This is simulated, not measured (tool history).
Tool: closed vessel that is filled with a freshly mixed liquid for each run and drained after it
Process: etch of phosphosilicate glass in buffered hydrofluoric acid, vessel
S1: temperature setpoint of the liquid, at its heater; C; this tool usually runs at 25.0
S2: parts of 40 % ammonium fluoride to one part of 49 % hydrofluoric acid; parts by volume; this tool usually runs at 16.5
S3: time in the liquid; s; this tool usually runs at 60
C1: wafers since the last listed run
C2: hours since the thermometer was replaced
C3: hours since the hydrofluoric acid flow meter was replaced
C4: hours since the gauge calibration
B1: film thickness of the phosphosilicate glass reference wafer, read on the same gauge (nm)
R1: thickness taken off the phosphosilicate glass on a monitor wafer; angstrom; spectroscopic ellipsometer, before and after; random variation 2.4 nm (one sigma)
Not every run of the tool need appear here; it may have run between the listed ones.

run,hour,S1,S2,S3,C1,C2,C3,C4,B1,R1
1,0.0,25.0,16.5,35,0,394.7,906.9,99.1,90.00,1772.8
2,17.3,25.0,16.5,60,1147,412.0,924.2,116.4,90.01,3031.6
3,29.5,25.0,16.5,60,809,424.2,936.4,128.6,90.00,3070.5
4,37.7,25.0,16.5,60,543,432.4,944.6,136.8,89.99,3098.8
5,47.2,25.0,19.0,60,630,441.9,954.1,146.3,90.01,2636.7
# hour 59.3: gauge calibrated
6,62.0,22.5,16.5,40,981,456.7,968.9,2.7,90.00,1762.8
7,70.3,22.5,16.5,40,550,465.0,977.2,11.0,90.01,1761.0
# hour 74.8: thermometer replaced
8,79.9,25.0,16.5,60,570,5.1,986.8,20.6,89.99,3019.2
9,86.8,25.0,16.5,95,457,12.0,993.7,27.5,90.00,4812.7
10,95.3,23.5,16.5,95,563,20.5,1002.2,36.0,89.98,4505.4
# hour 96.4: hydrofluoric acid flow meter replaced
11,101.6,25.0,16.5,60,351,26.8,5.2,42.3,90.00,3049.0
12,112.7,25.0,16.5,60,736,37.9,16.3,53.4,90.01,3054.0
13,128.6,25.0,21.5,45,1054,53.8,32.2,69.3,90.00,1796.2
14,146.3,21.0,16.5,60,1174,71.5,49.9,87.0,89.99,2441.7
15,152.9,25.0,16.5,85,437,78.1,56.5,93.6,90.00,4327.7
16,160.5,27.0,16.5,60,504,85.7,64.1,101.2,89.99,3395.8
17,169.8,27.0,22.5,90,616,95.0,73.4,110.5,89.99,3960.6

Entry by entry between the runs, the difference in hidden state between the last listed run before and the first listed run after:
Run 5 -> run 6: gauge calibrated (hour 59.3)
  the hidden state is the same at both runs
Run 7 -> run 8: thermometer replaced (hour 74.8)
  the hidden state is the same at both runs
Run 10 -> run 11: hydrofluoric acid flow meter replaced (hour 96.4)
  the hidden state is the same at both runs

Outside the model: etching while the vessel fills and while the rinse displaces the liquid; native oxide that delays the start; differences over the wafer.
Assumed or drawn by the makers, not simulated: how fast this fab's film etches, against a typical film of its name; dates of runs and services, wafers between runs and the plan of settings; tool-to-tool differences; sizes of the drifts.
